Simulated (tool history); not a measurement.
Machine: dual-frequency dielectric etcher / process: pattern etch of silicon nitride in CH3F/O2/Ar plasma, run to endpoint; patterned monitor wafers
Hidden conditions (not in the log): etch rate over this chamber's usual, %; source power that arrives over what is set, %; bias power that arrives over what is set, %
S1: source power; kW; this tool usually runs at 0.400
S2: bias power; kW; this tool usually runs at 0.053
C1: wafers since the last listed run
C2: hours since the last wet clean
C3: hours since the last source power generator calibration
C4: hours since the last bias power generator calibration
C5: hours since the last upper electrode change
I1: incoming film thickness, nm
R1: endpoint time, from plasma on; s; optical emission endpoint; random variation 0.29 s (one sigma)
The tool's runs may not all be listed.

run	hour	S1	S2	C1	C2	C3	C4	C5	I1	R1
1	0.0	0.330	0.046	0	86.0	1192.8	2483.3	4145.6	24.83	50.0
2	79.2	0.330	0.046	1010	165.2	1272.0	2562.5	4224.8	25.06	50.3
3	155.3	0.330	0.046	970	241.3	1348.1	2638.6	4300.9	24.97	50.9
4	240.9	0.400	0.053	1092	326.9	1433.7	2724.2	4386.5	24.96	42.3
5	333.7	0.400	0.053	1183	419.7	1526.5	2817.0	4479.3	24.89	41.9
6	411.1	0.400	0.053	987	497.1	1603.9	2894.4	4556.7	24.97	42.0
# hour 451.5: wet clean of the chamber
# hour 501.5: source power generator calibrated
7	515.7	0.400	0.056	977	64.2	14.2	2999.0	4661.3	24.90	41.1
8	601.5	0.400	0.056	1094	150.0	100.0	3084.8	4747.1	25.12	42.1
# hour 616.3: bias power generator calibrated
9	639.7	0.400	0.053	436	188.2	138.2	23.4	4785.3	24.83	42.4
10	735.7	0.300	0.049	1224	284.2	234.2	119.4	4881.3	24.91	53.5
11	810.0	0.330	0.042	947	358.5	308.5	193.7	4955.6	25.10	52.9

Expected results for the next run?
12	858.9	0.400	0.064	623	407.4	357.4	242.6	5004.5	24.95	?

Logged for run 12: R1 39.8 s.
With no hidden state in the tool, this same run would have given R1 39.8 s.
